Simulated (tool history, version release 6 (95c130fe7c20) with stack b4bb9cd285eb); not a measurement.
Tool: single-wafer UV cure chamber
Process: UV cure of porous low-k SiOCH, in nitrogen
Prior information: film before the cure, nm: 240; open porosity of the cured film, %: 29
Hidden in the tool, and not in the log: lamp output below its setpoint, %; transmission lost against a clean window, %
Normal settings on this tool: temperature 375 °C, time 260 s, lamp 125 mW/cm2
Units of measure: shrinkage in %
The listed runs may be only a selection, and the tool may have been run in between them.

run	hour	temperature	time	lamp	wafers since the last listed run	hours since the UV bulbs were replaced	wafers since the quartz window was cleaned	shrinkage
1	0.0	375	315	101	0	1446.3	109	11.962
2	14.4	375	315	101	174	1460.7	283	11.710
3	43.2	383	205	125	348	1489.5	632	10.692
4	78.0	383	205	125	420	1524.3	1052	11.088
5	102.3	383	205	125	293	1548.6	1346	10.624
6	120.8	375	260	125	223	1567.1	1570	12.012
7	145.6	375	260	125	299	1591.9	1870	11.418
8	175.6	375	260	125	362	1621.9	2233	11.537
9	197.9	375	260	110	269	1644.2	2502	11.039
10	226.0	375	260	110	339	1672.3	2842	10.580
# hour 256.5: quartz window cleaned
11	257.1	375	260	137	279	1703.4	7	11.762
12	291.9	375	260	137	420	1738.2	428	11.611
13	356.3	375	260	137	778	1802.6	1207	11.495
14	371.1	375	260	125	178	1817.4	1386	11.164
15	393.7	388	260	125	273	1840.0	1659	11.093
16	424.7	388	260	125	374	1871.0	2034	10.917
17	443.6	388	260	125	228	1889.9	2263	10.616
# hour 468.7: quartz window cleaned
18	478.0	383	260	87	319	1924.3	112	9.009
19	506.8	375	260	137	348	1953.1	460	10.740
# hour 530.0: UV bulbs replaced
20	530.5	375	260	125	189	0.5	650	13.475
21	550.1	360	260	164	237	20.1	887	14.351
22	566.3	363	260	107	195	36.3	1083	12.237
23	599.6	375	260	125	402	69.6	1486	12.971
24	626.1	375	260	125	320	96.1	1806	13.368
25	658.8	367	260	146	395	128.8	2202	13.954
26	681.1	375	260	125	269	151.1	2471	13.267
# hour 702.3: quartz window cleaned
27	707.0	383	260	139	216	177.0	56	13.533
28	720.5	359	410	155	163	190.5	220	15.831
29	743.5	389	110	160	278	213.5	498	10.843
30	757.9	375	260	125	174	227.9	672	13.212
31	834.9	386	355	138	931	304.9	1603	15.306
32	853.6	375	215	125	226	323.6	1829	12.595
33	888.2	375	260	137	418	358.2	2248	13.351
34	917.4	393	260	125	353	387.4	2601	13.359

Measured minus without-hidden-state, run by run (identical run-to-run variation in each term; gauge scatter may differ):
run	shrinkage
1	-1.494
2	-1.496
3	-1.507
4	-1.650
5	-1.643
6	-1.800
7	-1.778
8	-1.883
9	-1.937
10	-1.940
11	-2.122
12	-2.212
13	-2.423
14	-2.476
15	-2.510
16	-2.596
17	-2.602
18	-2.653
19	-2.883
20	-0.140
21	-0.141
22	-0.135
23	-0.137
24	-0.144
25	-0.149
26	-0.149
27	-0.152
28	-0.159
29	-0.155
30	-0.166
31	-0.192
32	-0.196
33	-0.205
34	-0.218

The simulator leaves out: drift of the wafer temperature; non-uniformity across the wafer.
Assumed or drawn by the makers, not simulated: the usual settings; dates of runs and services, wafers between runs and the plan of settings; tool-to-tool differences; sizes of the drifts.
